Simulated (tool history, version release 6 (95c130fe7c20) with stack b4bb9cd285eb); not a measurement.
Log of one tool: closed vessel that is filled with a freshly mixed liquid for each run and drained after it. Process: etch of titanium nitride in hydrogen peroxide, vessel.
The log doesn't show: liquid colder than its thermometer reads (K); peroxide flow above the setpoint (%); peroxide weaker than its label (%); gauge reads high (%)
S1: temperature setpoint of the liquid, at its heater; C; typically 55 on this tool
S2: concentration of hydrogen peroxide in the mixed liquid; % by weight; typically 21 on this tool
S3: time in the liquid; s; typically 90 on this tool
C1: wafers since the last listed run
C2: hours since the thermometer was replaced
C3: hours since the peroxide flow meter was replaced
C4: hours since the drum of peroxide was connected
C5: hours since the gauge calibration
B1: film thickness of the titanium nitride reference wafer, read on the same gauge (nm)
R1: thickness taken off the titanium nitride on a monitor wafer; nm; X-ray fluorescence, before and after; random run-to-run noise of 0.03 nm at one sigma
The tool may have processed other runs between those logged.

run 1 day=0 | S1=55 S2=21 S3=90 | C1=0 C2=805.9 C3=132.4 C4=397.9 C5=415.8 | B1=40 | R1=5.93
run 2 day=2.875 | S1=55 S2=21 S3=90 | C1=4472 C2=874.9 C3=201.4 C4=466.9 C5=484.8 | B1=40.03 | R1=5.87
-- day=8.712 new drum of peroxide connected
run 3 day=10.021 | S1=55 S2=19 S3=90 | C1=11050 C2=1046.4 C3=372.9 C4=31.4 C5=656.3 | B1=40 | R1=5.79
run 4 day=11.75 | S1=60.5 S2=19 S3=90 | C1=2689 C2=1087.9 C3=414.4 C4=72.9 C5=697.8 | B1=40.02 | R1=8.52
run 5 day=13.592 | S1=60.5 S2=19 S3=90 | C1=2864 C2=1132.1 C3=458.6 C4=117.1 C5=742 | B1=39.98 | R1=8.49
run 6 day=15.5 | S1=55 S2=21 S3=90 | C1=2968 C2=1177.9 C3=504.4 C4=162.9 C5=787.8 | B1=39.95 | R1=5.9
run 7 day=17.262 | S1=55 S2=21 S3=90 | C1=2741 C2=1220.2 C3=546.7 C4=205.2 C5=830.1 | B1=40.02 | R1=5.91
run 8 day=18.838 | S1=55 S2=21 S3=90 | C1=2449 C2=1258 C3=584.5 C4=243 C5=867.9 | B1=40.03 | R1=5.89
run 9 day=20.675 | S1=55 S2=16 S3=50 | C1=2858 C2=1302.1 C3=628.6 C4=287.1 C5=912 | B1=40.01 | R1=3.1
run 10 day=22.654 | S1=55 S2=21 S3=55 | C1=3078 C2=1349.6 C3=676.1 C4=334.6 C5=959.5 | B1=40.01 | R1=3.6
run 11 day=24.446 | S1=55 S2=21 S3=90 | C1=2787 C2=1392.6 C3=719.1 C4=377.6 C5=1002.5 | B1=39.99 | R1=5.86
-- day=27.362 peroxide flow meter replaced
-- day=28.938 thermometer replaced
run 12 day=32.588 | S1=55 S2=21 S3=90 | C1=12535 C2=87.6 C3=125.4 C4=573 C5=1197.9 | B1=40.01 | R1=6.04
-- day=34.733 new drum of peroxide connected
run 13 day=34.938 | S1=55 S2=21 S3=90 | C1=3590 C2=144 C3=181.8 C4=4.9 C5=1254.3 | B1=39.99 | R1=6.05
run 14 day=36.721 | S1=58 S2=21 S3=90 | C1=2774 C2=186.8 C3=224.6 C4=47.7 C5=1297.1 | B1=39.98 | R1=7.44
run 15 day=39.029 | S1=49.5 S2=21 S3=90 | C1=3590 C2=242.2 C3=280 C4=103.1 C5=1352.5 | B1=40 | R1=4.12
run 16 day=41.4 | S1=55 S2=21 S3=90 | C1=3687 C2=299.1 C3=336.9 C4=160 C5=1409.4 | B1=40.03 | R1=6.01
run 17 day=42.433 | S1=60 S2=26.5 S3=140 | C1=1607 C2=323.9 C3=361.7 C4=184.8 C5=1434.2 | B1=40.02 | R1=13.76
run 18 day=45.225 | S1=55 S2=21 S3=90 | C1=4342 C2=390.9 C3=428.7 C4=251.8 C5=1501.2 | B1=40.01 | R1=5.98
-- day=45.429 gauge calibrated
run 19 day=47.354 | S1=48 S2=24.5 S3=50 | C1=3311 C2=442 C3=479.8 C4=302.9 C5=46.2 | B1=39.98 | R1=2.08
run 20 day=48.862 | S1=49.5 S2=21 S3=110 | C1=2346 C2=478.2 C3=516 C4=339.1 C5=82.4 | B1=40 | R1=4.98
run 21 day=51.854 | S1=55 S2=15.5 S3=60 | C1=4653 C2=550 C3=587.8 C4=410.9 C5=154.2 | B1=40 | R1=3.73
run 22 day=53.896 | S1=46.5 S2=21 S3=90 | C1=3175 C2=599 C3=636.8 C4=459.9 C5=203.2 | B1=40.01 | R1=3.22
run 23 day=55.588 | S1=46.5 S2=26 S3=65 | C1=2631 C2=639.6 C3=677.4 C4=500.5 C5=243.8 | B1=39.98 | R1=2.42
-- day=57.288 peroxide flow meter replaced
run 24 day=58.075 | S1=55 S2=21 S3=90 | C1=3804 C2=699.3 C3=18.9 C4=560.2 C5=303.5 | B1=39.96 | R1=5.93
run 25 day=59.458 | S1=55 S2=21 S3=90 | C1=2151 C2=732.5 C3=52.1 C4=593.4 C5=336.7 | B1=40 | R1=5.86
-- day=60.062 new drum of peroxide connected
run 26 day=60.525 | S1=52 S2=17 S3=60 | C1=1594 C2=758.1 C3=77.7 C4=11.1 C5=362.3 | B1=39.98 | R1=3.12
run 27 day=61.896 | S1=62.5 S2=21 S3=90 | C1=2132 C2=791 C3=110.6 C4=44 C5=395.2 | B1=39.97 | R1=10.02
run 28 day=64.646 | S1=55 S2=21 S3=90 | C1=4277 C2=857 C3=176.6 C4=110 C5=461.2 | B1=40.04 | R1=5.95
run 29 day=66.838 | S1=63.5 S2=21 S3=130 | C1=3409 C2=909.6 C3=229.2 C4=162.6 C5=513.8 | B1=40 | R1=15.32
run 30 day=69.762 | S1=63.5 S2=16.5 S3=60 | C1=4549 C2=979.8 C3=299.4 C4=232.8 C5=584 | B1=40.03 | R1=6.77

3 ways to go on from here, each from the tool as it stands after run 30. What would each give?
run A day=69.792 | S1=65 S2=21 S3=90 | C1=45 C2=980.5 C3=300.1 C4=233.5 C5=584.7 | B1=? | R1=?
run B day=69.792 | S1=62.5 S2=23.5 S3=90 | C1=45 C2=980.5 C3=300.1 C4=233.5 C5=584.7 | B1=? | R1=?
run C day=69.792 | S1=59 S2=21 S3=90 | C1=45 C2=980.5 C3=300.1 C4=233.5 C5=584.7 | B1=? | R1=?

run=A B1=39.93 R1=11.72
run=B B1=39.93 R1=10.17
run=C B1=39.93 R1=7.83
The same runs, with their run-to-run variation unchanged, on a tool lacking any hidden condition would have given:
run=A R1=12.02
run=B R1=10.43
run=C R1=8.03
